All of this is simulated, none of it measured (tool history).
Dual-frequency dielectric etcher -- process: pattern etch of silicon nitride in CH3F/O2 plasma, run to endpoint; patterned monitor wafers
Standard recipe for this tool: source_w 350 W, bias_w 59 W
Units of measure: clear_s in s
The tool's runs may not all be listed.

run    hour  source_w  bias_w  incoming incoming film thickness, nm  clear_s
  1       0       300      59                                  65.5     87.5
       92.5  -- wet clean of the chamber
  2      93       350      67                                  65.1     79.8
  3    98.6       350      67                                  65.3     79.5
  4   132.6       350      67                                  65.5     80.3
  5     182       350      71                                  65.6     80.1
  6   230.7       350      71                                    66     80.6
  7   256.6       350      48                                  65.7     86.8
  8   312.2       350      48                                  64.5     85.2
  9   350.6       350      48                                  65.9     87.9
 10   391.9       330      65                                  64.5       82
      415.3  -- bias power generator calibrated
 11   416.6       330      65                                  65.3     83.4
 12   448.5       330      65                                  65.6     84.2
 13   495.7       420      55                                  65.3     82.6
 14   540.8       420      55                                  65.4     82.6
      593.5  -- wet clean of the chamber
 15     594       380      59                                  65.8     81.2
      648.8  -- upper electrode replaced
 16   649.3       280      67                                  65.2     84.2
 17   685.2       440      73                                  65.6     75.3
      698.9  -- source power generator calibrated
 18     712       350      63                                  65.2     81.3
 19   772.7       350      73                                  65.4       80
 20   830.3       350      48                                    66     88.1
 21   872.9       390      65                                    66     80.9
 22   941.2       350      59                                  65.7     85.2
 23   993.7       380      71                                  65.7     80.8
 24  1059.5       350      67                                    66     84.1
     1134.5  -- wet clean of the chamber
 25    1135       290      51                                  65.3       88
 26    1191       300      46                                  65.2     88.4
 27  1252.8       350      44                                  65.4     87.3
 28  1305.7       390      45                                  65.6     85.6

Branching from run 28: 4 alternative next runs. What would each branch give?
  A  1306.2       350      59                                  66.1        ?
  B  1306.2       350      72                                  66.1        ?
  C  1306.2       430      67                                  66.1        ?
  D  1306.2       420      49                                  66.1        ?

run  clear_s
  A       84
  B     80.7
  C     78.1
  D     83.1
Take away the tool's hidden state, keep each run's random variation, and the runs would have read:
run  clear_s
  A     82.5
  B     79.3
  C     76.8
  D     81.7
